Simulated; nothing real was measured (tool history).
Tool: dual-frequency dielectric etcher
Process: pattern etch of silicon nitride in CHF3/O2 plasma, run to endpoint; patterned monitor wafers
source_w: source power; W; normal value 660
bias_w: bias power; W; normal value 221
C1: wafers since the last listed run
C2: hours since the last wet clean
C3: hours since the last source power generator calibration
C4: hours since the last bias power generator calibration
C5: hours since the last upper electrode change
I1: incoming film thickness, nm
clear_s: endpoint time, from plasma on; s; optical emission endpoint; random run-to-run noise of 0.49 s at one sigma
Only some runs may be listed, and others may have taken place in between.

run 1 hour=0 | source_w=660 bias_w=221 | C1=0 C2=145.8 C3=3816 C4=2980.5 C5=4952.3 | I1=102 | clear_s=66.2
run 2 hour=111.4 | source_w=660 bias_w=221 | C1=761 C2=257.2 C3=3927.4 C4=3091.9 C5=5063.7 | I1=102.5 | clear_s=67
run 3 hour=163.2 | source_w=660 bias_w=234 | C1=354 C2=309 C3=3979.2 C4=3143.7 C5=5115.5 | I1=102.1 | clear_s=65.2
run 4 hour=198.9 | source_w=660 bias_w=234 | C1=244 C2=344.7 C3=4014.9 C4=3179.4 C5=5151.2 | I1=102.2 | clear_s=64.9
run 5 hour=231.1 | source_w=660 bias_w=221 | C1=220 C2=376.9 C3=4047.1 C4=3211.6 C5=5183.4 | I1=102.4 | clear_s=67.6
-- hour=265.8 upper electrode replaced
run 6 hour=266.3 | source_w=660 bias_w=221 | C1=76 C2=412.1 C3=4082.3 C4=3246.8 C5=0.5 | I1=101.8 | clear_s=68
run 7 hour=301.1 | source_w=730 bias_w=221 | C1=237 C2=446.9 C3=4117.1 C4=3281.6 C5=35.3 | I1=101.9 | clear_s=64.2
-- hour=339.2 bias power generator calibrated
run 8 hour=352.6 | source_w=730 bias_w=221 | C1=324 C2=498.4 C3=4168.6 C4=13.4 C5=86.8 | I1=102.7 | clear_s=64.7
-- hour=395.8 wet clean of the chamber
run 9 hour=396.3 | source_w=660 bias_w=181 | C1=134 C2=0.5 C3=4212.3 C4=57.1 C5=130.5 | I1=101.5 | clear_s=76.1

Expected results for the next run?
run 10 hour=425.2 | source_w=720 bias_w=185 | C1=197 C2=29.4 C3=4241.2 C4=86 C5=159.4 | I1=101.9 | clear_s=?

clear_s: 73.1 s
Without the tool's hidden state the same run would have given clear_s 68.5 s.
